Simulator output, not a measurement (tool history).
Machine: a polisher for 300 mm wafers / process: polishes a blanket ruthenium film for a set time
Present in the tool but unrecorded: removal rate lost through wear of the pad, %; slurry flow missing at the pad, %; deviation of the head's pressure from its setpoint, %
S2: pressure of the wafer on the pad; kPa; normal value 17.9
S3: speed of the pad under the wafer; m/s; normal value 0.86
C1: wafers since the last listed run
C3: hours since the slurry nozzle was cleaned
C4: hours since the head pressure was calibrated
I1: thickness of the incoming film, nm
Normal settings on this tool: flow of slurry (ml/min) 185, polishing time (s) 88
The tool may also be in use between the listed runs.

run 1 hour=0 | flow_of_slurry_(ml/min)=185 S2=13.8 S3=0.86 polishing_time_(s)=88 | C1=0 wafers_polished_on_this_pad=1963 C3=400.3 C4=229.5 | I1=614.7 | film_removed_(angstrom)=912
-- hour=23.1 worn pad replaced by a new one
run 2 hour=56 | flow_of_slurry_(ml/min)=185 S2=13.8 S3=0.86 polishing_time_(s)=88 | C1=510 wafers_polished_on_this_pad=323 C3=456.3 C4=285.5 | I1=629.3 | film_removed_(angstrom)=904
-- hour=69.7 slurry nozzle cleaned
run 3 hour=91.6 | flow_of_slurry_(ml/min)=185 S2=17.9 S3=0.86 polishing_time_(s)=99 | C1=339 wafers_polished_on_this_pad=663 C3=21.9 C4=321.1 | I1=623.8 | film_removed_(angstrom)=1399
run 4 hour=125.7 | flow_of_slurry_(ml/min)=185 S2=17.9 S3=0.86 polishing_time_(s)=88 | C1=334 wafers_polished_on_this_pad=998 C3=56 C4=355.2 | I1=626.9 | film_removed_(angstrom)=1222
run 5 hour=183.1 | flow_of_slurry_(ml/min)=185 S2=17.9 S3=0.86 polishing_time_(s)=88 | C1=563 wafers_polished_on_this_pad=1562 C3=113.4 C4=412.6 | I1=627.8 | film_removed_(angstrom)=1231
run 6 hour=220.5 | flow_of_slurry_(ml/min)=185 S2=17.9 S3=0.86 polishing_time_(s)=88 | C1=367 wafers_polished_on_this_pad=1929 C3=150.8 C4=450 | I1=619.3 | film_removed_(angstrom)=1218
-- hour=225.4 worn pad replaced by a new one
run 7 hour=273.8 | flow_of_slurry_(ml/min)=185 S2=17.9 S3=0.86 polishing_time_(s)=88 | C1=484 wafers_polished_on_this_pad=475 C3=204.1 C4=503.3 | I1=617.5 | film_removed_(angstrom)=1196
-- hour=276.4 head pressure recalibrated
run 8 hour=323.6 | flow_of_slurry_(ml/min)=185 S2=17.9 S3=0.98 polishing_time_(s)=109 | C1=469 wafers_polished_on_this_pad=945 C3=253.9 C4=47.2 | I1=621.1 | film_removed_(angstrom)=1685
run 9 hour=367.9 | flow_of_slurry_(ml/min)=185 S2=17.9 S3=0.98 polishing_time_(s)=109 | C1=435 wafers_polished_on_this_pad=1380 C3=298.2 C4=91.5 | I1=615.5 | film_removed_(angstrom)=1683
run 10 hour=402.9 | flow_of_slurry_(ml/min)=185 S2=17.9 S3=0.86 polishing_time_(s)=88 | C1=343 wafers_polished_on_this_pad=1723 C3=333.2 C4=126.5 | I1=629.4 | film_removed_(angstrom)=1185
-- hour=448.9 worn pad replaced by a new one
run 11 hour=452.9 | flow_of_slurry_(ml/min)=185 S2=17.9 S3=0.86 polishing_time_(s)=88 | C1=451 wafers_polished_on_this_pad=39 C3=383.2 C4=176.5 | I1=613.6 | film_removed_(angstrom)=1159
run 12 hour=490.9 | flow_of_slurry_(ml/min)=220 S2=17.9 S3=0.86 polishing_time_(s)=88 | C1=373 wafers_polished_on_this_pad=412 C3=421.2 C4=214.5 | I1=621.2 | film_removed_(angstrom)=1163
run 13 hour=533.2 | flow_of_slurry_(ml/min)=185 S2=17.9 S3=0.86 polishing_time_(s)=88 | C1=415 wafers_polished_on_this_pad=827 C3=463.5 C4=256.8 | I1=618.3 | film_removed_(angstrom)=1089
-- hour=538.7 slurry nozzle cleaned
run 14 hour=600.4 | flow_of_slurry_(ml/min)=185 S2=17.9 S3=0.86 polishing_time_(s)=101 | C1=650 wafers_polished_on_this_pad=1477 C3=61.7 C4=324 | I1=619.1 | film_removed_(angstrom)=1423
run 15 hour=667.9 | flow_of_slurry_(ml/min)=235 S2=17.9 S3=0.86 polishing_time_(s)=68 | C1=662 wafers_polished_on_this_pad=2140 C3=129.2 C4=391.5 | I1=623 | film_removed_(angstrom)=973
-- hour=682.8 head pressure recalibrated
-- hour=704.8 worn pad replaced by a new one
run 16 hour=706.5 | flow_of_slurry_(ml/min)=130 S2=17.9 S3=0.86 polishing_time_(s)=88 | C1=320 wafers_polished_on_this_pad=16 C3=167.8 C4=23.7 | I1=628.9 | film_removed_(angstrom)=1153
run 17 hour=751.5 | flow_of_slurry_(ml/min)=250 S2=17.9 S3=0.86 polishing_time_(s)=76 | C1=441 wafers_polished_on_this_pad=458 C3=212.8 C4=68.7 | I1=620.3 | film_removed_(angstrom)=1114
run 18 hour=811.7 | flow_of_slurry_(ml/min)=185 S2=17.9 S3=0.86 polishing_time_(s)=88 | C1=591 wafers_polished_on_this_pad=1050 C3=273 C4=128.9 | I1=616.9 | film_removed_(angstrom)=1209
run 19 hour=881.8 | flow_of_slurry_(ml/min)=185 S2=21.4 S3=0.6 polishing_time_(s)=62 | C1=688 wafers_polished_on_this_pad=1738 C3=343.1 C4=199 | I1=616 | film_removed_(angstrom)=659
-- hour=919.9 worn pad replaced by a new one
run 20 hour=939.3 | flow_of_slurry_(ml/min)=185 S2=23.4 S3=0.96 polishing_time_(s)=88 | C1=525 wafers_polished_on_this_pad=190 C3=400.6 C4=256.5 | I1=621.5 | film_removed_(angstrom)=1615
-- hour=943.5 slurry nozzle cleaned
run 21 hour=969.8 | flow_of_slurry_(ml/min)=125 S2=20.7 S3=0.66 polishing_time_(s)=88 | C1=289 wafers_polished_on_this_pad=480 C3=26.3 C4=287 | I1=619 | film_removed_(angstrom)=968
run 22 hour=1008.4 | flow_of_slurry_(ml/min)=185 S2=20 S3=1.12 polishing_time_(s)=88 | C1=379 wafers_polished_on_this_pad=859 C3=64.9 C4=325.6 | I1=623.9 | film_removed_(angstrom)=1719
run 23 hour=1054 | flow_of_slurry_(ml/min)=185 S2=17.9 S3=0.86 polishing_time_(s)=88 | C1=447 wafers_polished_on_this_pad=1307 C3=110.5 C4=371.2 | I1=626.5 | film_removed_(angstrom)=1230
-- hour=1118 worn pad replaced by a new one
run 24 hour=1118.5 | flow_of_slurry_(ml/min)=245 S2=15.9 S3=0.86 polishing_time_(s)=63 | C1=594 wafers_polished_on_this_pad=4 C3=175 C4=435.7 | I1=622.5 | film_removed_(angstrom)=835

List, for all runs, the conditions of the tool that the log does not record:
removal rate lost through wear of the pad, %: 0, the same for each run
deviation of the head's pressure from its setpoint, %: 0, the same for each run
H1: slurry flow missing at the pad, %
run=1 H1=36.3
run=2 H1=45.8
run=3 H1=3.89
run=4 H1=4.42
run=5 H1=6.36
run=6 H1=8.34
run=7 H1=12.1
run=8 H1=16.7
run=9 H1=21.5
run=10 H1=26
run=11 H1=33.1
run=12 H1=39.2
run=13 H1=46.7
run=14 H1=1.33
run=15 H1=3.9
run=16 H1=6.19
run=17 H1=9.61
run=18 H1=15.5
run=19 H1=24.1
run=20 H1=32.6
run=21 H1=6.58
run=22 H1=7.29
run=23 H1=8.88
run=24 H1=12.6
